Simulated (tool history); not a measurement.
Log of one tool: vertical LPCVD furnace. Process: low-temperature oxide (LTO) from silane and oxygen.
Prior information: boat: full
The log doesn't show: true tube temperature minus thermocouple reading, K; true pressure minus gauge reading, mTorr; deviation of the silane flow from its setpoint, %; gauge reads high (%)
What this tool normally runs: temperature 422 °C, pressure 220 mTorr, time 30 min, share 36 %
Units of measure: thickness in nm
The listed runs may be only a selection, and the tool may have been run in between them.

run     day  temperature  pressure  time  share  wafers since the last listed run  hours since the last temperature calibration  hours since the pressure gauge was zeroed  hours since the silane flow controller was replaced  hours since the gauge calibration  read-back reference wafer on the same gauge, thickness  thickness
  1       0          422       220    30     34                                 0                                        3595.1                                     1837.1                                                 5497                              650.5                                                   260.9     285.98
  2    3.25          414       220    30     36                              1201                                        3673.1                                     1915.1                                                 5575                              728.5                                                  260.77     283.11
  3   6.425          414       220    30     36                              1173                                        3749.3                                     1991.3                                               5651.2                              804.7                                                   261.4      283.6
  4       9          414       220    30     36                               951                                        3811.1                                     2053.1                                                 5713                              866.5                                                  261.23     283.81
  5  11.212          422       220    30     36                               817                                        3864.2                                     2106.2                                               5766.1                              919.6                                                  260.87     308.34
  6  14.471          422       220    30     36                              1204                                        3942.4                                     2184.4                                               5844.3                              997.8                                                  260.69     310.23
  7  17.475          422       220    30     36                              1110                                        4014.5                                     2256.5                                               5916.4                             1069.9                                                  260.58     308.06
  8  19.288          422       220    30     36                               669                                          4058                                       2300                                               5959.9                             1113.4                                                  260.64     305.87
  9  21.758          422       220    30     36                               913                                        4117.3                                     2359.3                                               6019.2                             1172.7                                                   260.8     310.25
 10  24.254          422       220    30     36                               922                                        4177.2                                     2419.2                                               6079.1                             1232.6                                                   261.1     306.45
 11  27.742          429       220    30     34                              1289                                        4260.9                                     2502.9                                               6162.8                             1316.3                                                  261.34     311.82
      28.85  -- thermocouples replaced and temperature profile calibrated
       29.4  -- gauge calibrated
 12  30.692          429       220    30     34                               720                                          44.2                                     2573.7                                               6233.6                                 31                                                  261.35     309.96
     35.204  -- silane flow controller replaced
 13  35.225          422       220  37.5     36                              1306                                           153                                     2682.5                                                  0.5                              139.8                                                  261.19     387.47
 14  37.408          422       220  37.5     36                               807                                         205.4                                     2734.9                                                 52.9                              192.2                                                  260.97     388.86
 15  39.783          422       220  37.5     36                               877                                         262.4                                     2791.9                                                109.9                              249.2                                                  261.29     384.12
 16  42.379          422       205    30     36                               959                                         324.7                                     2854.2                                                172.2                              311.5                                                  261.25     287.47
 17  45.312          422       260    18     36                              1084                                         395.1                                     2924.6                                                242.6                              381.9                                                  261.48     218.67
 18  49.412          422       220    30     36                              1515                                         493.5                                       3023                                                  341                              480.3                                                  261.01     312.17
 19  51.688          413       175    27     38                               840                                         548.1                                     3077.6                                                395.6                              534.9                                                  260.64     216.92
 20  53.817          422       190    30     36                               787                                         599.2                                     3128.7                                                446.7                                586                                                  261.03     266.07
 21   56.65          422       255  20.5     36                              1047                                         667.2                                     3196.7                                                514.7                                654                                                  261.02     242.28

For run 22, what comes out?
 22  59.646          418       255  21.5     43                              1107                                         739.1                                     3268.6                                                586.6                              725.9                                                       ?          ?

Run 22 measured read-back reference wafer on the same gauge, thickness 261.19, thickness 302.32 nm.
The same run, on a tool lacking any hidden state, would have yielded thickness 302.32 nm.
